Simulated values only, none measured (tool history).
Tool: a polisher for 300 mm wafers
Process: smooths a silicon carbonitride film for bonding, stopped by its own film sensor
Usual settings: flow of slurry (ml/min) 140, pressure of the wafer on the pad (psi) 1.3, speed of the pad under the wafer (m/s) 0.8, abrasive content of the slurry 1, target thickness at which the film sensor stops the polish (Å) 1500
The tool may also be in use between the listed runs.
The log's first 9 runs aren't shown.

run,hour,flow of slurry (ml/min),pressure of the wafer on the pad (psi),speed of the pad under the wafer (m/s),abrasive content of the slurry,target thickness at which the film sensor stops the polish (Å),wafers since the last listed run,wafers polished on this pad,hours since the slurry nozzle was cleaned,hours since the head pressure was calibrated,hours since the slurry blender was calibrated,"incoming thickness of the incoming film, nm",time until the film sensor stopped the polish (s)
10,223.4,140,1.3,0.8,1,1500,62,193,340,657.9,96,170,169.4
11,250.2,120,0.8,0.8,0.7,1560,129,323,366.8,684.7,122.8,171.2,231.3
12,279.8,140,1.3,0.8,0.85,1450,142,465,396.4,714.3,152.4,168.7,220.4
13,298.2,140,1.3,0.8,1,1540,88,554,414.8,732.7,170.8,169.7,137.9
14,314.4,140,1.1,0.8,1,1500,78,632,431,748.9,187,170.5,204.9
15,331.1,140,1.1,0.8,1,1500,80,712,447.7,765.6,203.7,170.7,207.2
16,348.7,115,1.3,0.8,1,1520,84,797,465.3,783.2,221.3,170,161.8
17,371.5,165,0.8,0.6,1,1470,109,907,488.1,806,244.1,167.1,302.7
# hour 385.7: worn pad replaced by a new one
18,389,140,1.3,0.66,1,1470,65,15,505.6,823.5,261.6,173,256.9
# hour 391.8: slurry blender recalibrated
# hour 400.2: head pressure recalibrated
19,404.2,140,0.8,1,1,1450,53,69,520.8,4,12.4,169.5,246.1
20,423.9,180,0.9,0.8,0.75,1550,94,164,540.5,23.7,32.1,168,163.5
21,436.6,140,1.1,0.96,1,1530,61,226,553.2,36.4,44.8,172.3,163.5
# hour 458.5: slurry nozzle cleaned
22,467.8,125,1.3,0.8,1,1500,145,371,9.3,67.6,76,171.1,187.2
23,480.7,140,1.3,0.8,1,1500,62,433,22.2,80.5,88.9,170.2,175.6
24,496.8,140,1.7,0.8,1,1500,77,511,38.3,96.6,105,169.4,136.1
25,531,140,1.3,0.96,1,1470,164,676,72.5,130.8,139.2,167.4,153.2
26,550.1,140,1.3,0.8,1,1500,92,768,91.6,149.9,158.3,171.1,184.9
# hour 562.4: worn pad replaced by a new one
27,585.1,140,1.3,0.8,1,1500,149,109,126.6,184.9,193.3,167.6,151.9
28,599.3,115,1.3,0.8,1,1440,68,177,140.8,199.1,207.5,171,240.7
29,623.3,140,1.3,0.8,1,1500,115,293,164.8,223.1,231.5,169.9,170.5
30,642.8,140,1.3,0.8,1,1570,93,387,184.3,242.6,251,172.8,136.2
31,664.8,160,1.3,1.02,0.75,1500,106,493,206.3,264.6,273,171.1,174.9

3 ways to go on from here, each from the tool as it stands after run 31. What would each give?
A,665.3,140,1.3,1,1,1500,2,495,206.8,265.1,273.5,169.6,?
B,665.3,115,1.3,0.9,1.2,1470,2,495,206.8,265.1,273.5,169.6,?
C,665.3,140,1.3,0.8,1.1,1470,2,495,206.8,265.1,273.5,169.6,?

run,time until the film sensor stopped the polish (s)
A,141.5
B,168.8
C,186.2
Without the tool's hidden state the same runs would have given:
run,time until the film sensor stopped the polish (s)
A,137.1
B,163.5
C,180.4

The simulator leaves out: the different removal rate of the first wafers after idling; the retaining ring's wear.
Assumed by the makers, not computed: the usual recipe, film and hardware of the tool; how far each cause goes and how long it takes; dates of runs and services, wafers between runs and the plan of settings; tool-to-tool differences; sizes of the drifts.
